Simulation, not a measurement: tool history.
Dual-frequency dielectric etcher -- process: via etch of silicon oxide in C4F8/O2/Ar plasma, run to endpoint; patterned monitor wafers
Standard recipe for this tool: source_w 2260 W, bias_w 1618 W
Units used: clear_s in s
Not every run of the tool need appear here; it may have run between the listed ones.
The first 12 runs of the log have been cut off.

run   hour  source_w  bias_w  incoming incoming film thickness, nm  clear_s
 13  286.3      2260    1618                                1312.7    261.5
 14    312      2260    1885                                1285.5    243.9
 15  345.2      2260    1618                                1293.5    260.6
 16  364.1      2260    1618                                1301.1    262.8
 17  393.1      1870    1732                                1299.9    281.5
     400.1  -- bias power generator calibrated
 18  411.5      2070    1222                                1309.2    297.7
 19  435.6      2590    1618                                1285.9    240.5
 20  456.5      2260    1618                                1295.9    260.3
       510  -- wet clean of the chamber
 21  510.5      2680    1356                                1302.3    251.3
 22  522.3      2260    1618                                1304.9    263.1
 23  547.4      2260    1618                                1293.5    257.5
 24  569.1      2770    1748                                1289.4    227.6
 25  581.5      2690    1422                                1311.9    249.2
 26  601.6      2260    1791                                1286.7    248.4
 27  636.2      2260    1618                                1289.9    258.9

The next listed run, before its measurement:
 28  656.7      2260    1618                                1280.4        ?

For run 28 the tool returned clear_s 255.5 s.
Take away the tool's hidden state, keep the run-to-run variation as it was, and the same run would have given clear_s 255.5 s.

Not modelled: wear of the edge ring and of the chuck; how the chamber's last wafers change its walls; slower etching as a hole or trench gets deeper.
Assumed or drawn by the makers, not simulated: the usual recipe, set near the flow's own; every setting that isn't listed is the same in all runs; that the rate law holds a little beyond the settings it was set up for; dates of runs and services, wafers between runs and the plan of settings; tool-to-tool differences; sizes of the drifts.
